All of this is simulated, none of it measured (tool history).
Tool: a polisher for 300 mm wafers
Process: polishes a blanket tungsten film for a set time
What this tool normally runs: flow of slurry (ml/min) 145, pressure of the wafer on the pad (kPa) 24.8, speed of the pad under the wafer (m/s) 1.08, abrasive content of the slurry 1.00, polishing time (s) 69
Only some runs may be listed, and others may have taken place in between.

run,hour,flow of slurry (ml/min),pressure of the wafer on the pad (kPa),speed of the pad under the wafer (m/s),abrasive content of the slurry,polishing time (s),"incoming thickness of the incoming film, nm",film removed (Å)
1,0.0,145,24.8,1.08,1.00,69,966.6,3644
2,90.8,145,24.8,1.08,1.00,69,962.2,3611
# hour 100.8: slurry tank refilled with fresh slurry and peroxide
# hour 112.6: worn pad replaced by a new one, of another model than before
3,158.5,145,24.8,1.08,1.00,69,946.0,3701
# hour 233.2: head pressure recalibrated
4,242.2,145,24.8,1.08,1.00,69,949.6,3784
5,283.7,145,24.8,1.08,1.00,69,948.4,3735
6,337.4,145,24.8,1.08,1.00,69,949.0,3612
# hour 359.7: slurry blender recalibrated
7,425.5,145,24.8,1.22,1.00,69,969.1,3907
# hour 477.0: slurry tank refilled with fresh slurry and peroxide
8,515.1,145,24.8,1.30,1.00,69,959.0,3932
# hour 542.7: slurry nozzle cleaned
9,551.8,145,24.8,1.30,1.00,69,944.9,3921
# hour 586.4: worn pad replaced by a new one
10,602.2,145,24.8,1.30,1.00,69,947.0,3895
11,666.2,145,15.9,1.08,1.00,69,945.4,2820
# hour 686.6: head pressure recalibrated
12,729.6,145,24.8,1.08,1.00,69,946.3,3710
# hour 779.8: slurry blender recalibrated
13,834.8,145,19.3,1.08,1.00,48,962.7,2219
# hour 856.9: slurry tank refilled with fresh slurry and peroxide
14,884.2,145,24.8,1.08,1.00,53,953.6,2797
15,937.9,145,28.3,0.92,1.00,61,947.2,3210
# hour 988.3: worn pad replaced by a new one
# hour 1047.4: head pressure recalibrated
# hour 1152.9: slurry blender recalibrated
16,1175.2,145,24.8,1.08,1.00,69,970.9,3695
17,1218.2,160,24.8,1.08,1.00,69,954.2,3733
18,1275.3,145,24.8,0.94,1.00,55,965.1,2743
# hour 1285.8: slurry tank refilled with fresh slurry and peroxide
# hour 1307.8: slurry nozzle cleaned
19,1339.4,145,24.8,1.08,0.75,69,955.4,3207
# hour 1401.1: worn pad replaced by a new one
20,1420.2,145,15.9,0.92,0.90,69,951.2,2546
# hour 1425.7: head pressure recalibrated
21,1477.9,145,31.7,1.38,1.20,57,956.0,4242
# hour 1541.9: slurry blender recalibrated
22,1567.6,125,24.8,1.08,1.00,61,959.7,3137
23,1626.5,145,27.6,1.08,1.00,69,959.5,3927
# hour 1675.0: slurry tank refilled with fresh slurry and peroxide
24,1722.5,145,24.8,1.08,1.00,69,947.8,3635
25,1779.0,145,18.6,1.08,0.80,59,951.1,2412

Pick out some run-to-run changes in film removed (Å). Of each, how much would a tool without hidden state show as well, from the settings, what came in and chance, and how much is left for the hidden state and any gauge scatter not in both results compared?
Hidden conditions of the tool in this case: removal rate lost through wear of the pad, %; slurry flow missing at the pad, %; deviation of the head's pressure from its setpoint, %; abrasive missing from the slurry, %; peroxide lost from the slurry, %.
Run 3 -> 4: head pressure recalibrated. film removed (Å) +83: hidden state +113, all else -30.
Run 11 -> 12: pressure of the wafer on the pad (kPa) 15.9 -> 24.8, head pressure recalibrated. film removed (Å) +890: hidden state +112, all else +778.
Run 12 -> 13: pressure of the wafer on the pad (kPa) 24.8 -> 19.3, polishing time (s) 69 -> 48, slurry blender recalibrated. film removed (Å) -1491: hidden state +5, all else -1496.
Run 20 -> 21: pressure of the wafer on the pad (kPa) 15.9 -> 31.7, speed of the pad under the wafer (m/s) 0.92 -> 1.38, abrasive content of the slurry 0.90 -> 1.20, polishing time (s) 69 -> 57, head pressure recalibrated. film removed (Å) +1696: hidden state +92, all else +1604.
